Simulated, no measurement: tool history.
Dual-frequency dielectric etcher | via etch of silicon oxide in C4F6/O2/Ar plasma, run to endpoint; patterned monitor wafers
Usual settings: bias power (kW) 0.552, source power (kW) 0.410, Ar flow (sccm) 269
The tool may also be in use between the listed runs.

run   hour  bias power (kW)  source power (kW)  Ar flow (sccm)  wafers since the last listed run  hours since the last wet clean  hours since the last bias power generator calibration  hours since the last source power generator calibration  hours since the last Ar flow controller change  hours since the last upper electrode change  incoming incoming film thickness, nm  endpoint time (s)
  1    0.0            0.552              0.410             284                                 0                             0.5                                                 2474.7                                                   4447.3                                          1177.5                                       4739.0                                  65.9               13.5
      38.3  -- upper electrode replaced
  2   38.8            0.552              0.410             269                               240                            39.3                                                 2513.5                                                   4486.1                                          1216.3                                          0.5                                  66.0               13.6
  3   50.7            0.552              0.410             269                               193                            51.2                                                 2525.4                                                   4498.0                                          1228.2                                         12.4                                  66.2               13.6
      67.1  -- source power generator calibrated
  4   75.9            0.552              0.410             269                               344                            76.4                                                 2550.6                                                      8.8                                          1253.4                                         37.6                                  65.9               13.7
  5   92.4            0.552              0.410             269                               268                            92.9                                                 2567.1                                                     25.3                                          1269.9                                         54.1                                  65.8               13.5
  6  128.4            0.552              0.410             269                               585                           128.9                                                 2603.1                                                     61.3                                          1305.9                                         90.1                                  65.9               13.8
  7  146.4            0.552              0.410             269                               292                           146.9                                                 2621.1                                                     79.3                                          1323.9                                        108.1                                  66.1               13.6
  8  158.7            0.643              0.460             215                               199                           159.2                                                 2633.4                                                     91.6                                          1336.2                                        120.4                                  66.1               11.9
  9  182.9            0.552              0.410             269                               393                           183.4                                                 2657.6                                                    115.8                                          1360.4                                        144.6                                  65.9               13.4
     248.3  -- Ar flow controller replaced
 10  261.7            0.503              0.490             307                              1183                           262.2                                                 2736.4                                                    194.6                                            13.4                                        223.4                                  66.1               13.1
 11  288.1            0.552              0.410             269                               429                           288.6                                                 2762.8                                                    221.0                                            39.8                                        249.8                                  66.0               13.6
 12  317.3            0.552              0.410             269                               474                           317.8                                                 2792.0                                                    250.2                                            69.0                                        279.0                                  65.9               13.6
     357.5  -- wet clean of the chamber
 13  358.0            0.552              0.360             269                               271                             0.5                                                 2832.7                                                    290.9                                           109.7                                        319.7                                  66.3               14.4
 14  380.8            0.589              0.350             269                               370                            23.3                                                 2855.5                                                    313.7                                           132.5                                        342.5                                  65.9               14.2
 15  403.0            0.552              0.370             269                               360                            45.5                                                 2877.7                                                    335.9                                           154.7                                        364.7                                  66.2               14.4
 16  420.4            0.649              0.480             225                               282                            62.9                                                 2895.1                                                    353.3                                           172.1                                        382.1                                  65.7               11.7
 17  433.4            0.552              0.410             203                               211                            75.9                                                 2908.1                                                    366.3                                           185.1                                        395.1                                  66.0               13.4
 18  459.7            0.552              0.410             269                               427                           102.2                                                 2934.4                                                    392.6                                           211.4                                        421.4                                  65.2               13.6
     485.8  -- bias power generator calibrated
 19  487.1            0.457              0.480             318                               380                           129.6                                                    1.3                                                    420.0                                           238.8                                        448.8                                  65.9               13.8
 20  514.5            0.507              0.460             222                               445                           157.0                                                   28.7                                                    447.4                                           266.2                                        476.2                                  65.6               13.0
 21  530.9            0.674              0.370             269                               266                           173.4                                                   45.1                                                    463.8                                           282.6                                        492.6                                  66.6               13.5
 22  553.6            0.552              0.410             269                               369                           196.1                                                   67.8                                                    486.5                                           305.3                                        515.3                                  66.1               13.7
 23  572.0            0.422              0.410             269                               299                           214.5                                                   86.2                                                    504.9                                           323.7                                        533.7                                  66.1               15.0
 24  594.8            0.552              0.410             214                               370                           237.3                                                  109.0                                                    527.7                                           346.5                                        556.5                                  65.5               13.4
 25  618.3            0.506              0.410             238                               382                           260.8                                                  132.5                                                    551.2                                           370.0                                        580.0                                  66.1               13.8
 26  703.7            0.649              0.500             269                              1388                           346.2                                                  217.9                                                    636.6                                           455.4                                        665.4                                  64.9               11.5
 27  733.3            0.435              0.330             238                               481                           375.8                                                  247.5                                                    666.2                                           485.0                                        695.0                                  65.6               16.0
     782.3  -- wet clean of the chamber
 28  782.8            0.552              0.470             287                               414                             0.5                                                  297.0                                                    715.7                                           534.5                                        744.5                                  65.5               12.8

Hidden state at the last listed run before each entry between runs and at the first one after, where it differs:
Between runs 1 and 2: upper electrode replaced (hour 38.3)
  no hidden state differs between the two runs
Between runs 3 and 4: source power generator calibrated (hour 67.1)
  no hidden state differs between the two runs
Between runs 9 and 10: Ar flow controller replaced (hour 248.3)
  no hidden state differs between the two runs
Between runs 12 and 13: wet clean of the chamber (hour 357.5)
  no hidden state differs between the two runs
Between runs 18 and 19: bias power generator calibrated (hour 485.8)
  no hidden state differs between the two runs
Between runs 27 and 28: wet clean of the chamber (hour 782.3)
  no hidden state differs between the two runs
